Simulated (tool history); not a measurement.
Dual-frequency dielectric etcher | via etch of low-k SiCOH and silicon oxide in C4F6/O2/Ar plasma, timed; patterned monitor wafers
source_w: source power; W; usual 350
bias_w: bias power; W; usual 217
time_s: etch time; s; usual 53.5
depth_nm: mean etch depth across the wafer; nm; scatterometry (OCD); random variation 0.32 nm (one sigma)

| run | hour | source_w | bias_w | time_s | wafers since the last listed run | hours since the last wet clean | hours since the last source power generator calibration | hours since the last bias power generator calibration | hours since the last upper electrode change | hours since the gauge calibration | read-back reference wafer on the same gauge, depth_nm | depth_nm |
|---|---|---|---|---|---|---|---|---|---|---|---|---|
| 1 | 0.0 | 350 | 217 | 53.5 | 0 | 263.5 | 222.3 | 19.4 | 4329.9 | 165.3 | 133.9 | 153.8 |
| 2 | 62.5 | 350 | 217 | 53.5 | 710 | 326.0 | 284.8 | 81.9 | 4392.4 | 227.8 | 133.8 | 153.2 |
|  | 87.6 | upper electrode replaced |
| 3 | 121.9 | 350 | 217 | 53.5 | 402 | 385.4 | 344.2 | 141.3 | 34.3 | 287.2 | 133.6 | 153.0 |
| 4 | 215.9 | 350 | 217 | 53.5 | 1068 | 479.4 | 438.2 | 235.3 | 128.3 | 381.2 | 133.5 | 152.2 |
|  | 242.1 | wet clean of the chamber |
| 5 | 253.3 | 350 | 217 | 47.0 | 152 | 11.2 | 475.6 | 272.7 | 165.7 | 418.6 | 133.5 | 134.6 |
| 6 | 308.7 | 390 | 253 | 41.5 | 629 | 66.6 | 531.0 | 328.1 | 221.1 | 474.0 | 133.5 | 131.3 |
| 7 | 368.6 | 350 | 217 | 53.5 | 681 | 126.5 | 590.9 | 388.0 | 281.0 | 533.9 | 133.2 | 152.1 |
| 8 | 437.3 | 350 | 217 | 61.0 | 781 | 195.2 | 659.6 | 456.7 | 349.7 | 602.6 | 133.1 | 173.8 |
| 9 | 498.4 | 280 | 188 | 53.5 | 694 | 256.3 | 720.7 | 517.8 | 410.8 | 663.7 | 133.2 | 133.8 |
| 10 | 659.8 | 420 | 248 | 48.5 | 1835 | 417.7 | 882.1 | 679.2 | 572.2 | 825.1 | 133.0 | 154.5 |
|  | 693.4 | wet clean of the chamber |
| 11 | 693.9 | 270 | 217 | 53.5 | 114 | 0.5 | 916.2 | 713.3 | 606.3 | 859.2 | 133.0 | 143.4 |
| 12 | 765.4 | 290 | 260 | 39.5 | 813 | 72.0 | 987.7 | 784.8 | 677.8 | 930.7 | 133.0 | 117.3 |
| 13 | 830.4 | 350 | 217 | 53.5 | 739 | 137.0 | 1052.7 | 849.8 | 742.8 | 995.7 | 132.8 | 152.4 |
| 14 | 895.2 | 290 | 217 | 43.5 | 736 | 201.8 | 1117.5 | 914.6 | 807.6 | 1060.5 | 132.9 | 118.0 |
| 15 | 923.8 | 290 | 186 | 67.0 | 325 | 230.4 | 1146.1 | 943.2 | 836.2 | 1089.1 | 132.8 | 168.0 |
| 16 | 994.4 | 350 | 217 | 53.5 | 802 | 301.0 | 1216.7 | 1013.8 | 906.8 | 1159.7 | 132.8 | 152.1 |

The next listed run, before its measurement:
| 17 | 1051.0 | 350 | 217 | 53.5 | 643 | 357.6 | 1273.3 | 1070.4 | 963.4 | 1216.3 | ? | ? |

read-back reference wafer on the same gauge, depth_nm: 132.7
depth_nm: 152.0 nm
Without the tool's hidden state the same run would have given depth_nm 153.5 nm.
